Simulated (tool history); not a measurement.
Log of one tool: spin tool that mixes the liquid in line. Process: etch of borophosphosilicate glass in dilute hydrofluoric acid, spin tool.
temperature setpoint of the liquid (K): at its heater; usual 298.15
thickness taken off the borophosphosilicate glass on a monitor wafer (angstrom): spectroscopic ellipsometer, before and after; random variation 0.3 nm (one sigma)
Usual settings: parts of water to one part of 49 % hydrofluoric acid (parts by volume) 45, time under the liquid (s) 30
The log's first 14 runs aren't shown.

| run | hour | temperature setpoint of the liquid (K) | parts of water to one part of 49 % hydrofluoric acid (parts by volume) | time under the liquid (s) | read-back film thickness of the borophosphosilicate glass reference wafer, read on the same gauge (nm) | thickness taken off the borophosphosilicate glass on a monitor wafer (angstrom) |
|---|---|---|---|---|---|---|
| 15 | 1112.9 | 298.15 | 45 | 30 | 40.01 | 514.9 |
| 16 | 1205.0 | 298.15 | 45 | 30 | 39.98 | 512.0 |
|  | 1282.0 | thermometer replaced |
| 17 | 1287.5 | 293.65 | 55 | 30 | 39.99 | 343.4 |
| 18 | 1332.6 | 302.65 | 40 | 30 | 39.97 | 699.4 |
| 19 | 1445.9 | 298.15 | 45 | 30 | 40.00 | 506.7 |
| 20 | 1484.7 | 293.15 | 35 | 50 | 39.95 | 902.0 |
| 21 | 1528.8 | 296.15 | 45 | 35 | 39.98 | 545.0 |
| 22 | 1621.6 | 298.15 | 45 | 35 | 40.03 | 596.7 |
| 23 | 1703.9 | 298.15 | 65 | 15 | 40.01 | 170.6 |
|  | 1705.0 | gauge calibrated |
| 24 | 1798.2 | 295.15 | 40 | 30 | 40.01 | 509.6 |
| 25 | 1906.2 | 298.15 | 45 | 30 | 39.98 | 508.3 |
| 26 | 1953.7 | 298.15 | 45 | 30 | 39.99 | 503.9 |
| 27 | 2004.6 | 298.15 | 45 | 30 | 39.98 | 511.5 |
| 28 | 2059.1 | 301.65 | 55 | 20 | 40.02 | 312.1 |
| 29 | 2119.8 | 302.15 | 45 | 30 | 39.99 | 601.2 |
| 30 | 2216.1 | 298.15 | 45 | 30 | 40.01 | 511.3 |
| 31 | 2314.6 | 298.15 | 45 | 30 | 40.01 | 507.3 |
| 32 | 2355.1 | 302.65 | 45 | 30 | 39.97 | 608.2 |
|  | 2370.2 | thermometer replaced |
| 33 | 2430.7 | 298.15 | 45 | 30 | 40.04 | 509.6 |

3 ways to go on from here, each from the tool as it stands after run 33. What would each give?
| A | 2431.1 | 298.15 | 45 | 30 | ? | ? |
| B | 2431.1 | 298.15 | 40 | 40 | ? | ? |
| C | 2431.1 | 301.15 | 30 | 50 | ? | ? |

| run | read-back film thickness of the borophosphosilicate glass reference wafer, read on the same gauge (nm) | thickness taken off the borophosphosilicate glass on a monitor wafer (angstrom) |
|---|---|---|
| A | 40.04 | 510.9 |
| B | 40.04 | 771.6 |
| C | 40.04 | 1474.8 |
Without the tool's hidden state the same runs would have given:
| run | thickness taken off the borophosphosilicate glass on a monitor wafer (angstrom) |
|---|---|
| A | 510.9 |
| B | 771.6 |
| C | 1474.8 |
